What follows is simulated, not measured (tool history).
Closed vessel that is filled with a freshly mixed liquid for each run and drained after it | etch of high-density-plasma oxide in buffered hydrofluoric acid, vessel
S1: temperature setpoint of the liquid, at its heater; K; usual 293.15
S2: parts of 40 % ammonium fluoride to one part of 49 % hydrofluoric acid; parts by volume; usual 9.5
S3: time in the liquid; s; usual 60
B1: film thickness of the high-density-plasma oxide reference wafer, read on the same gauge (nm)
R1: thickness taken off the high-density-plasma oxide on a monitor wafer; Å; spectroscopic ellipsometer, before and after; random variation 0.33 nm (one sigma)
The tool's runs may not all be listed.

run	hour	S1	S2	S3	B1	R1
1	0.0	293.15	9.5	60	30.02	1006.5
2	60.8	293.15	9.5	60	29.97	1004.7
3	122.2	293.15	9.5	60	29.98	1009.3
4	166.1	293.15	9.5	60	30.01	1003.4
5	234.3	293.15	9.5	60	30.01	1006.8
6	264.9	293.15	9.5	60	30.00	1008.6
# hour 322.6: gauge calibrated
7	336.1	293.15	9.5	60	29.95	1004.9
# hour 391.3: hydrofluoric acid flow meter replaced
8	398.7	293.15	9.5	60	30.02	1006.4
# hour 399.9: thermometer replaced
9	446.0	293.15	9.5	60	30.00	1010.4
10	608.9	293.15	7.5	60	29.98	1271.2
11	665.0	293.15	9.5	60	29.98	1006.4
12	734.5	295.65	7.0	70	29.98	1834.3
13	772.7	293.15	9.5	80	29.99	1341.6
# hour 907.0: gauge calibrated
14	939.3	293.15	6.5	60	29.97	1459.0
15	1000.3	293.15	7.0	90	29.98	2049.8
16	1055.2	293.15	9.5	75	30.02	1255.8

Forecast each of these 5 alternatives for the next run:
A	1055.9	297.15	9.5	60	?	?
B	1055.9	293.15	8.0	60	?	?
C	1055.9	293.15	7.5	70	?	?
D	1055.9	296.65	12.5	60	?	?
E	1055.9	295.15	13.5	90	?	?

run	B1	R1
A	30.02	1254.4
B	30.02	1182.4
C	30.02	1479.3
D	30.02	950.7
E	30.02	1217.7
Without the tool's hidden state the same runs would have given:
run	R1
A	1254.4
B	1182.4
C	1479.3
D	950.7
E	1217.7
